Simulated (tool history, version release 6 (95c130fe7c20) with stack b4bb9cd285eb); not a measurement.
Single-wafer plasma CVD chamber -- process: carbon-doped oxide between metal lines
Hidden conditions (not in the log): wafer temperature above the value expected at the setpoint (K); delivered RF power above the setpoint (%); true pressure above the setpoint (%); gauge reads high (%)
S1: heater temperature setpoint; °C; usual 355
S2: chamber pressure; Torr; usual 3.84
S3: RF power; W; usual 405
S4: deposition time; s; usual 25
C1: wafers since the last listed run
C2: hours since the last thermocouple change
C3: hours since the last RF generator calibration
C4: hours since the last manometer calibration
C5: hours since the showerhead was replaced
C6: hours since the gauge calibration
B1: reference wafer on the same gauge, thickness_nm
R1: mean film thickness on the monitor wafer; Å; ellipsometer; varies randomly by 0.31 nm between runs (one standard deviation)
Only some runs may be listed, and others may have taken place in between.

| run | day | S1 | S2 | S3 | S4 | C1 | C2 | C3 | C4 | C5 | C6 | B1 | R1 |
|---|---|---|---|---|---|---|---|---|---|---|---|---|---|
| 1 | 0 | 355 | 3.84 | 405 | 25 | 0 | 895.8 | 520.2 | 1412.7 | 3676 | 1307.2 | 107.326 | 1076.88 |
| 2 | 2.55 | 355 | 3.84 | 425 | 25 | 1808 | 957 | 581.4 | 1473.9 | 3737.2 | 1368.4 | 107.386 | 1110.43 |
| 3 | 4.488 | 355 | 3.38 | 405 | 25 | 1374 | 1003.5 | 627.9 | 1520.4 | 3783.7 | 1414.9 | 107.173 | 1055.42 |
|  | 5.475 | thermocouple changed; heater temperature recalibrated |
|  | 6.517 | showerhead replaced |
| 4 | 6.654 | 355 | 3.38 | 405 | 25 | 1063 | 28.3 | 679.9 | 1572.4 | 3.3 | 1466.9 | 107.092 | 1060.33 |
|  | 8.688 | gauge calibrated |
| 5 | 9.004 | 355 | 3.38 | 405 | 25 | 1666 | 84.7 | 736.3 | 1628.8 | 59.7 | 7.6 | 109.972 | 1083.81 |
| 6 | 10.554 | 355 | 3.84 | 405 | 25 | 1099 | 121.9 | 773.5 | 1666 | 96.9 | 44.8 | 109.723 | 1096.84 |
| 7 | 12.117 | 355 | 3.84 | 405 | 25 | 1108 | 159.4 | 811 | 1703.5 | 134.4 | 82.3 | 109.608 | 1098.03 |
|  | 13.262 | capacitance manometer re-zeroed and calibrated |
| 8 | 14.896 | 355 | 3.84 | 405 | 25 | 1734 | 226.1 | 877.7 | 39.2 | 201.1 | 149 | 109.617 | 1101.3 |
| 9 | 15.967 | 361 | 3.84 | 470 | 25 | 759 | 251.8 | 903.4 | 64.9 | 226.8 | 174.7 | 109.624 | 1193.89 |
| 10 | 17.9 | 355 | 3.84 | 405 | 25 | 1371 | 298.2 | 949.8 | 111.3 | 273.2 | 221.1 | 109.488 | 1091.45 |
| 11 | 20.354 | 346 | 2.96 | 405 | 25 | 1740 | 357.1 | 1008.7 | 170.2 | 332.1 | 280 | 109.378 | 1092.37 |
| 12 | 23.142 | 355 | 3.84 | 385 | 25 | 1976 | 424 | 1075.6 | 237.1 | 399 | 346.9 | 109.239 | 1049.09 |
| 13 | 24.5 | 363 | 4.31 | 375 | 29.7 | 963 | 456.6 | 1108.2 | 269.7 | 431.6 | 379.5 | 109.179 | 1206.02 |
| 14 | 27.35 | 355 | 3.84 | 405 | 21.6 | 2021 | 525 | 1176.6 | 338.1 | 500 | 447.9 | 109.156 | 947.42 |
| 15 | 29.083 | 340 | 4.35 | 425 | 29.7 | 1229 | 566.6 | 1218.2 | 379.7 | 541.6 | 489.5 | 108.87 | 1438.39 |
| 16 | 31.417 | 355 | 4.23 | 405 | 23.4 | 1654 | 622.6 | 1274.2 | 435.7 | 597.6 | 545.5 | 108.7 | 1036.76 |
|  | 33.092 | RF generator calibrated |
| 17 | 33.996 | 342 | 3.22 | 405 | 21.5 | 1592 | 684.5 | 21.7 | 497.6 | 659.5 | 607.4 | 108.787 | 957.79 |
| 18 | 36.012 | 355 | 3.84 | 405 | 25 | 1430 | 732.9 | 70.1 | 546 | 707.9 | 655.8 | 108.654 | 1088.06 |
| 19 | 38.096 | 366 | 3.84 | 405 | 25 | 1477 | 782.9 | 120.1 | 596 | 757.9 | 705.8 | 108.52 | 1049.19 |
| 20 | 40.088 | 355 | 3.84 | 345 | 25 | 1412 | 830.7 | 167.9 | 643.8 | 805.7 | 753.6 | 108.476 | 959.62 |
|  | 40.938 | thermocouple changed; heater temperature recalibrated |
| 21 | 42.683 | 351 | 3.05 | 405 | 25 | 1604 | 41.9 | 230.2 | 706.1 | 868 | 815.9 | 108.337 | 1068.08 |
| 22 | 44.317 | 369 | 4.61 | 465 | 20.9 | 1158 | 81.1 | 269.4 | 745.3 | 907.2 | 855.1 | 108.419 | 997.31 |
| 23 | 45.517 | 342 | 4.24 | 335 | 25 | 851 | 109.9 | 298.2 | 774.1 | 936 | 883.9 | 108.228 | 985.48 |
| 24 | 47.317 | 355 | 3.84 | 405 | 25 | 1276 | 153.1 | 341.4 | 817.3 | 979.2 | 927.1 | 108.104 | 1081.53 |
| 25 | 50.071 | 368 | 4.38 | 355 | 21.9 | 1953 | 219.2 | 407.5 | 883.4 | 1045.3 | 993.2 | 107.95 | 838.51 |
| 26 | 51.871 | 369 | 4.44 | 475 | 21.1 | 1276 | 262.4 | 450.7 | 926.6 | 1088.5 | 1036.4 | 107.888 | 1003.36 |
| 27 | 54.171 | 355 | 3.84 | 405 | 25 | 1631 | 317.6 | 505.9 | 981.8 | 1143.7 | 1091.6 | 107.779 | 1077.09 |
| 28 | 63.004 | 363 | 2.89 | 345 | 25 | 6264 | 529.6 | 717.9 | 1193.8 | 1355.7 | 1303.6 | 107.337 | 895.77 |
|  | 64.083 | gauge calibrated |
| 29 | 64.946 | 349 | 3.84 | 375 | 25 | 1377 | 576.2 | 764.5 | 1240.4 | 1402.3 | 20.7 | 110.052 | 1052.64 |

Hidden state or all else? Some run-to-run changes of R1, split into what the settings, what came in and random variation would give without the hidden state, and what is left for the hidden state (with any gauge scatter that isn't in both results):
Run 4 -> 5: gauge calibrated. R1 +23.48 Å: hidden state +26.47, all else -2.99.
Run 14 -> 15: S1 355 -> 340, S2 3.84 -> 4.35, S3 405 -> 425, S4 21.6 -> 29.7. R1 +490.97 Å: hidden state -5.5, all else +496.47.
Run 15 -> 16: S1 340 -> 355, S2 4.35 -> 4.23, S3 425 -> 405, S4 29.7 -> 23.4. R1 -401.63 Å: hidden state +2.94, all else -404.57.
Run 28 -> 29: S1 363 -> 349, S2 2.89 -> 3.84, S3 345 -> 375, gauge calibrated. R1 +156.87 Å: hidden state +22.17, all else +134.7.

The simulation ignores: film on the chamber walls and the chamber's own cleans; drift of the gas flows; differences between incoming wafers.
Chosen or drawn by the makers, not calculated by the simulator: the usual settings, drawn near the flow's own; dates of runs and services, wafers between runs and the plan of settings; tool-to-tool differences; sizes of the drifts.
